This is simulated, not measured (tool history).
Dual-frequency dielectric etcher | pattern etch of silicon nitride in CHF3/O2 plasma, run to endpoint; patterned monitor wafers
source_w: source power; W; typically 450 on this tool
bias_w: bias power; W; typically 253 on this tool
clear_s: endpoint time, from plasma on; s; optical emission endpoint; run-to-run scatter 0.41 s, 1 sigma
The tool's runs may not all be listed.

run	day	source_w	bias_w	wafers since the last listed run	hours since the last wet clean	hours since the last source power generator calibration	hours since the last bias power generator calibration	hours since the last upper electrode change	incoming incoming film thickness, nm	clear_s
1	0	450	253	0	109.1	2691.9	4047.5	2920.1	87	60.9
2	2.738	450	253	823	174.8	2757.6	4113.2	2985.8	88	63
3	4.671	450	253	581	221.2	2804	4159.6	3032.2	87.8	61.8
4	6.912	390	253	674	275	2857.8	4213.4	3086	87	65.9
5	9.558	390	253	796	338.5	2921.3	4276.9	3149.5	87.1	65.7
# day 12.071: wet clean of the chamber
6	12.346	420	253	537	6.6	2988.2	4343.8	3216.4	87	61.2
7	13.958	420	253	485	45.3	3026.9	4382.5	3255.1	87.1	61.5
8	16.096	450	253	643	96.6	3078.2	4433.8	3306.4	88.1	61
# day 17.458: upper electrode replaced, of another model than before
9	18.908	450	253	545	164.1	3145.7	4501.3	34.8	87.6	61.7
10	24.788	390	278	1769	305.2	3286.8	4642.4	175.9	87.5	63.6
# day 26.025: source power generator calibrated
11	27.554	450	253	782	371.6	36.7	4708.8	242.3	86.6	62.1
# day 29.742: bias power generator calibrated
12	30.217	450	253	751	435.5	100.6	11.4	306.2	87.6	63.5
# day 31.733: wet clean of the chamber
13	33.088	390	220	562	32.5	169.5	80.3	375.1	87.1	72.4
14	34.55	380	286	440	67.6	204.6	115.4	410.2	87.3	61.1
15	36.079	450	195	460	104.3	241.3	152.1	446.9	87.6	75.9
16	41.425	450	253	1608	232.6	369.6	280.4	575.2	86.5	60.5
17	42.821	550	253	420	266.1	403.1	313.9	608.7	87	54.8
18	44.146	370	253	398	297.9	434.9	345.7	640.5	86	69.8

4 ways to go on from here, each from the tool as it stands after run 18. What would each give?
A	44.162	450	253	5	298.3	435.3	346.1	640.9	86.9	?
B	44.162	450	225	5	298.3	435.3	346.1	640.9	86.9	?
C	44.162	350	287	5	298.3	435.3	346.1	640.9	86.9	?
D	44.162	370	311	5	298.3	435.3	346.1	640.9	86.9	?

run	clear_s
A	61.4
B	67.4
C	66.2
D	60.2
Without the tool's hidden state the same runs would have given:
run	clear_s
A	59.6
B	65.4
C	64.3
D	58.4
